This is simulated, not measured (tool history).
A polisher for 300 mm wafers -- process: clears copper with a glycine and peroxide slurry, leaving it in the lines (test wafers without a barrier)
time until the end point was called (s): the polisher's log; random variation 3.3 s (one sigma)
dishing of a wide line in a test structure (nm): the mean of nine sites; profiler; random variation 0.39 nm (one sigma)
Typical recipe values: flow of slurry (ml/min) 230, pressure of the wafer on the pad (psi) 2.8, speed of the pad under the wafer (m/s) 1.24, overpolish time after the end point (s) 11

run,day,flow of slurry (ml/min),pressure of the wafer on the pad (psi),speed of the pad under the wafer (m/s),overpolish time after the end point (s),wafers since the last listed run,wafers polished on this pad,hours since the slurry nozzle was cleaned,hours since the head pressure was calibrated,"incoming thickness of the incoming film, nm",time until the end point was called (s),dishing of a wide line in a test structure (nm)
1,0,190,2.8,1.24,16,0,419,239.3,256.2,955.5,181.8,35.9
2,0.521,190,2.8,1.24,11,102,522,251.8,268.7,926.4,179.5,28.7
3,1.138,190,2.8,1.24,11,121,644,266.6,283.5,938.8,176,28.3
4,4.771,230,2.8,1.24,9,718,1362,353.8,370.7,944.9,173.3,25.9
5,6.012,230,2.8,1.24,9,245,1607,383.6,400.5,931.4,171.7,25.4
# day 6.808: worn pad replaced by a new one
6,7.462,230,2.8,1.24,11,253,129,418.4,435.3,936.9,175.6,29.1
7,8.312,285,2.8,1.24,6,168,297,438.8,455.7,956.4,172.5,20
8,9.233,285,2.8,1.24,6,182,479,460.9,477.8,947.5,172.7,19.1
9,10.175,185,2.8,1.24,11,186,665,483.5,500.4,933.3,180.9,28.9
10,10.879,230,2.8,1.24,11,139,804,500.4,517.3,924.9,172.9,29.7
11,12.067,230,2.8,1.24,11,234,1039,528.9,545.8,941.1,176.9,29.1
12,13.092,230,2.8,1.24,11,202,1241,553.5,570.4,927,169.9,28.5
13,14.162,230,2.8,1.24,11,211,1453,579.2,596.1,948.5,179.7,29.3
# day 14.571: worn pad replaced by a new one
14,15.258,230,2.8,0.9,11,183,136,605.5,622.4,938.8,214.1,25.7
15,17.188,230,2.8,1.24,14,381,517,651.8,668.7,940.6,183.9,32.7
16,18.208,230,2.8,1.24,15,201,719,676.3,693.2,953.8,178.3,34.7
17,18.929,270,3.6,1.1,15,142,861,693.6,710.5,940,159.6,36.9
18,19.608,230,2.8,1.36,11,134,995,709.9,726.8,936.7,168.4,29.5
19,20.708,175,3.3,1.24,11,217,1213,736.3,753.2,956.1,163.3,30.5
20,21.788,230,3.5,0.94,7,213,1426,762.2,779.1,956.6,178.4,20.9
# day 22.529: head pressure recalibrated
21,23.171,230,2.8,1.24,11,256,1683,795.4,15.4,954,171.2,29.9
# day 23.354: worn pad replaced by a new one
22,24.667,200,3.8,0.94,11,262,259,831.3,51.3,958.4,159.4,31.4
# day 25.538: slurry nozzle cleaned
23,25.8,230,3.6,1.24,11,215,474,6.3,78.5,943.6,137.4,33.2
24,26.371,270,3.7,1.12,15,112,587,20,92.2,931.8,136.7,39
25,27.633,230,2.5,1.24,11,249,837,50.3,122.5,955,190,27.9
26,29.071,230,3.5,0.94,16,284,1121,84.8,157,945.8,171.8,37.4
27,30.362,230,2.8,1.24,11,255,1376,115.8,188,951.6,178,29.2
# day 31.317: worn pad replaced by a new one
28,31.55,230,3.3,1.24,11,201,46,144.3,216.5,951.1,144.9,31.9
29,32.654,155,1.9,0.98,14,218,264,170.8,243,938.6,285,25.4
30,33.7,230,2.8,1.24,11,206,471,195.9,268.1,946.2,172.8,29.5
31,35.046,230,2.8,1.54,11,266,737,228.2,300.4,930.7,144.7,32
32,35.704,230,1.9,1.24,11,130,867,244,316.2,926,232.8,23.6
33,36.467,230,2.8,0.8,15,150,1018,262.3,334.5,945.9,229.1,30.7

5 ways to go on from here, each from the tool as it stands after run 33. What would each give?
A,36.488,230,2.4,1.24,11,4,1022,262.8,335,929.4,?,?
B,36.488,230,2.8,1.24,6,4,1022,262.8,335,929.4,?,?
C,36.488,230,2,1.24,11,4,1022,262.8,335,929.4,?,?
D,36.488,185,2.8,1.24,16,4,1022,262.8,335,929.4,?,?
E,36.488,230,2.8,1.24,13,4,1022,262.8,335,929.4,?,?

run,time until the end point was called (s),dishing of a wide line in a test structure (nm)
A,198.3,27
B,174.2,19.1
C,230,24.4
D,179.6,35.5
E,174.2,32.3
Had the tool no hidden state, the same runs would have come out as:
run,time until the end point was called (s),dishing of a wide line in a test structure (nm)
A,192.6,27.5
B,169.1,19.6
C,223.7,24.9
D,174.3,36
E,169.1,32.8
